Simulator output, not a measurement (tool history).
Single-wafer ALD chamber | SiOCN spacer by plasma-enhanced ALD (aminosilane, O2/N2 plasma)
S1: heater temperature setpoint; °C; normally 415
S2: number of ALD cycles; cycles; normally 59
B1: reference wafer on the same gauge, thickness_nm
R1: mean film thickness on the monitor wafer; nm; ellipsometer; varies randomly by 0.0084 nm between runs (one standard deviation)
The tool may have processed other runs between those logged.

Run 1, hour 0.0: usual settings but S1 407 °C; B1 3.009. Result: R1 3.459 nm.
Run 2, hour 11.9: usual settings but S1 407 °C; B1 3.009. Result: R1 3.465 nm.
Run 3, hour 28.7: usual settings but S1 407 °C; B1 3.011. Result: R1 3.467 nm.
Run 4, hour 43.9: usual settings; B1 3.012. Result: R1 3.386 nm.
Run 5, hour 55.8: usual settings; B1 3.013. Result: R1 3.373 nm.
Run 6, hour 71.5: usual settings; B1 3.013. Result: R1 3.396 nm.
Run 7, hour 78.3: usual settings; B1 3.014. Result: R1 3.371 nm.
Run 8, hour 91.7: usual settings; B1 3.013. Result: R1 3.383 nm.
Run 9, hour 109.5: usual settings; B1 3.015. Result: R1 3.376 nm.
Run 10, hour 122.7: usual settings; B1 3.015. Result: R1 3.398 nm.
Run 11, hour 131.6: usual settings; B1 3.016. Result: R1 3.396 nm.
Run 12, hour 138.4: usual settings but S2 56 cycles; B1 3.019. Result: R1 3.218 nm.
Run 13, hour 154.9: usual settings but S2 56 cycles; B1 3.019. Result: R1 3.218 nm.
Run 14, hour 171.1: usual settings but S2 56 cycles; B1 3.018. Result: R1 3.236 nm.
Run 15, hour 179.9: usual settings but S1 409 °C; B1 3.020. Result: R1 3.472 nm.
Run 16, hour 188.9: usual settings; B1 3.019. Result: R1 3.399 nm.
Run 17, hour 200.3: usual settings; B1 3.022. Result: R1 3.400 nm.
Run 18, hour 215.4: usual settings but S2 51 cycles; B1 3.021. Result: R1 2.938 nm.
Run 19, hour 230.3: usual settings but S2 51 cycles; B1 3.020. Result: R1 2.933 nm.
Run 20, hour 237.2: usual settings; B1 3.023. Result: R1 3.414 nm.
Run 21, hour 243.7: usual settings; B1 3.023. Result: R1 3.415 nm.
Run 22, hour 257.3: usual settings; B1 3.023. Result: R1 3.415 nm.
Run 23, hour 273.4: usual settings but S1 409 °C, S2 52 cycles; B1 3.025. Result: R1 3.042 nm.
Run 24, hour 283.5: usual settings but S1 427 °C, S2 54 cycles; B1 3.025. Result: R1 3.004 nm.
Run 25, hour 292.6: usual settings but S1 411 °C, S2 65 cycles; B1 3.027. Result: R1 3.796 nm.
Run 26, hour 303.7: usual settings but S1 429 °C, S2 48 cycles; B1 3.027. Result: R1 2.665 nm.
Run 27, hour 312.9: usual settings; B1 3.027. Result: R1 3.405 nm.
At hour 321.2: thermocouple changed; heater temperature recalibrated.
Run 28, hour 326.2: usual settings but S1 423 °C, S2 55 cycles; B1 3.028. Result: R1 3.101 nm.
At hour 355.4: gauge calibrated.
Run 29, hour 355.9: usual settings but S1 405 °C; B1 2.988. Result: R1 3.456 nm.
Run 30, hour 403.6: usual settings but S1 422 °C, S2 50 cycles; B1 2.992. Result: R1 2.789 nm.
Run 31, hour 414.5: usual settings; B1 2.993. Result: R1 3.351 nm.
Run 32, hour 427.3: usual settings; B1 2.993. Result: R1 3.368 nm.
Run 33, hour 444.0: usual settings but S1 420 °C, S2 51 cycles; B1 2.993. Result: R1 2.860 nm.
Run 34, hour 460.1: usual settings but S1 411 °C, S2 52 cycles; B1 2.992. Result: R1 3.002 nm.
Run 35, hour 476.3: usual settings; B1 2.995. Result: R1 3.370 nm.
Run 36, hour 482.6: usual settings; B1 2.995. Result: R1 3.380 nm.

Estimate the outcome of run 37 from the log above:
Run 37, hour 499.1: usual settings but S1 421 °C, S2 47 cycles; B1 ?. Result: R1 ?.

B1: 2.996
R1: 2.641 nm
Minus the tool's unlogged condition, the same run would have read R1 2.636 nm.
